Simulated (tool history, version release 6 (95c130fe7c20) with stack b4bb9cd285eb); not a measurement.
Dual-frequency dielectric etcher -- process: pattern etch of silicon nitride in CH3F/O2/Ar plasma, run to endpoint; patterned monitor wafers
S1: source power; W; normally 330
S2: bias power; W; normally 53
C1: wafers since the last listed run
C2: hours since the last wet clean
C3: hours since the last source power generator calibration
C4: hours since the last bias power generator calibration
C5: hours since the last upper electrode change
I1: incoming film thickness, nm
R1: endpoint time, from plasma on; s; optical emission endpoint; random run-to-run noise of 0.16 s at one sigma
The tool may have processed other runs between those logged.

Run 1, day 0.000: usual settings; C1 0; C2 237.8; C3 3607.9; C4 2688.9; C5 1775.0; I1 32.04. Result: R1 53.9 s.
Run 2, day 1.225: usual settings; C1 203; C2 267.2; C3 3637.3; C4 2718.3; C5 1804.4; I1 32.31. Result: R1 54.5 s.
Run 3, day 3.904: usual settings; C1 445; C2 331.5; C3 3701.6; C4 2782.6; C5 1868.7; I1 32.28. Result: R1 54.8 s.
Run 4, day 5.588: usual settings; C1 279; C2 371.9; C3 3742.0; C4 2823.0; C5 1909.1; I1 32.38. Result: R1 54.7 s.
Run 5, day 7.342: usual settings; C1 291; C2 414.0; C3 3784.1; C4 2865.1; C5 1951.2; I1 32.13. Result: R1 54.6 s.
Run 6, day 9.454: usual settings; C1 351; C2 464.7; C3 3834.8; C4 2915.8; C5 2001.9; I1 32.20. Result: R1 54.6 s.
At day 11.300: upper electrode replaced.
Run 7, day 12.038: usual settings; C1 263; C2 526.7; C3 3896.8; C4 2977.8; C5 17.7; I1 31.98. Result: R1 54.4 s.
Run 8, day 14.875: usual settings; C1 471; C2 594.8; C3 3964.9; C4 3045.9; C5 85.8; I1 32.13. Result: R1 54.7 s.
At day 15.412: bias power generator calibrated.
At day 18.333: wet clean of the chamber.
Run 9, day 18.354: usual settings; C1 384; C2 0.5; C3 4048.4; C4 70.6; C5 169.3; I1 32.41. Result: R1 54.2 s.
At day 19.750: source power generator calibrated.
Run 10, day 20.117: usual settings but S1 370 W, S2 46 W; C1 265; C2 42.8; C3 8.8; C4 112.9; C5 211.6; I1 32.41. Result: R1 53.7 s.
Run 11, day 21.692: usual settings but S1 410 W; C1 261; C2 80.6; C3 46.6; C4 150.7; C5 249.4; I1 31.97. Result: R1 47.9 s.
Run 12, day 23.254: usual settings; C1 259; C2 118.1; C3 84.1; C4 188.2; C5 286.9; I1 32.34. Result: R1 53.9 s.
Run 13, day 26.121: usual settings but S1 390 W, S2 61 W; C1 476; C2 186.9; C3 152.9; C4 257.0; C5 355.7; I1 32.56. Result: R1 48.0 s.
Run 14, day 27.925: usual settings but S2 44 W; C1 300; C2 230.2; C3 196.2; C4 300.3; C5 399.0; I1 32.13. Result: R1 57.8 s.

Below are 4 alternative next runs, each starting from the tool's condition after run 14. Predict each:
Run A, day 27.942: usual settings but S1 260 W; C1 2; C2 230.6; C3 196.6; C4 300.7; C5 399.4; I1 32.16. Result: R1 ?.
Run B, day 27.942: usual settings but S1 360 W, S2 59 W; C1 2; C2 230.6; C3 196.6; C4 300.7; C5 399.4; I1 32.16. Result: R1 ?.
Run C, day 27.942: usual settings but S1 300 W; C1 2; C2 230.6; C3 196.6; C4 300.7; C5 399.4; I1 32.16. Result: R1 ?.
Run D, day 27.942: usual settings but S1 280 W, S2 43 W; C1 2; C2 230.6; C3 196.6; C4 300.7; C5 399.4; I1 32.16. Result: R1 ?.

run    R1
  A  61.1
  B  49.7
  C  56.6
  D  63.3
Had the tool no hidden state, the same runs would have come out as:
run    R1
  A  60.6
  B  49.4
  C  56.2
  D  62.8
